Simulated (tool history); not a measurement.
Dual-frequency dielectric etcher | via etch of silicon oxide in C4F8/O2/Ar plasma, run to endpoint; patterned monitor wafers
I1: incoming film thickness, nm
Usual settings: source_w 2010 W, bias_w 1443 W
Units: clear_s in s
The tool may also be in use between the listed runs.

{"run": 1, "hour": 0.0, "source_w": 2010, "bias_w": 1606, "I1": 1394.1, "clear_s": 282.6}
{"run": 2, "hour": 29.8, "source_w": 2010, "bias_w": 1606, "I1": 1383.1, "clear_s": 278.7}
{"run": 3, "hour": 48.8, "source_w": 2010, "bias_w": 1606, "I1": 1384.1, "clear_s": 278.6}
{"run": 4, "hour": 65.4, "source_w": 2010, "bias_w": 1443, "I1": 1386.5, "clear_s": 288.1}
{"run": 5, "hour": 88.6, "source_w": 2250, "bias_w": 1443, "I1": 1392, "clear_s": 270.9}
{"run": 6, "hour": 106.0, "source_w": 2250, "bias_w": 1443, "I1": 1382.7, "clear_s": 267.5}
{"run": 7, "hour": 123.6, "source_w": 2250, "bias_w": 1443, "I1": 1396.2, "clear_s": 271.4}
{"run": 8, "hour": 136.5, "source_w": 2010, "bias_w": 1443, "I1": 1378.9, "clear_s": 284.9}
{"run": 9, "hour": 170.6, "source_w": 2010, "bias_w": 1443, "I1": 1389, "clear_s": 281.1}
{"run": 10, "hour": 199.6, "source_w": 2010, "bias_w": 1443, "I1": 1372.8, "clear_s": 283.6}
{"run": 11, "hour": 230.7, "source_w": 2010, "bias_w": 1443, "I1": 1384.6, "clear_s": 282.4}
{"hour": 262.5, "done": "wet clean of the chamber"}
{"run": 12, "hour": 263.0, "source_w": 2010, "bias_w": 1443, "I1": 1375.4, "clear_s": 292.6}
{"run": 13, "hour": 283.5, "source_w": 2010, "bias_w": 1443, "I1": 1384.9, "clear_s": 290.3}
{"hour": 332.9, "done": "upper electrode replaced"}
{"run": 14, "hour": 333.4, "source_w": 2250, "bias_w": 1443, "I1": 1401.2, "clear_s": 279.2}
{"run": 15, "hour": 345.8, "source_w": 2350, "bias_w": 1166, "I1": 1383.9, "clear_s": 283.3}
{"run": 16, "hour": 376.9, "source_w": 2260, "bias_w": 1651, "I1": 1382.7, "clear_s": 260.7}
{"run": 17, "hour": 408.1, "source_w": 2500, "bias_w": 1201, "I1": 1391.1, "clear_s": 269.6}
{"run": 18, "hour": 431.3, "source_w": 2340, "bias_w": 1792, "I1": 1379.9, "clear_s": 246.2}
{"run": 19, "hour": 466.9, "source_w": 2180, "bias_w": 1443, "I1": 1390.8, "clear_s": 276.6}
{"run": 20, "hour": 483.1, "source_w": 2010, "bias_w": 1443, "I1": 1395.3, "clear_s": 291.5}

The next listed run, before its measurement:
{"run": 21, "hour": 515.4, "source_w": 2010, "bias_w": 1443, "I1": 1380.3, "clear_s": "?"}

Run 21 gave clear_s 284.9 s.
Without the tool's hidden state the same run would have given clear_s 291.8 s.

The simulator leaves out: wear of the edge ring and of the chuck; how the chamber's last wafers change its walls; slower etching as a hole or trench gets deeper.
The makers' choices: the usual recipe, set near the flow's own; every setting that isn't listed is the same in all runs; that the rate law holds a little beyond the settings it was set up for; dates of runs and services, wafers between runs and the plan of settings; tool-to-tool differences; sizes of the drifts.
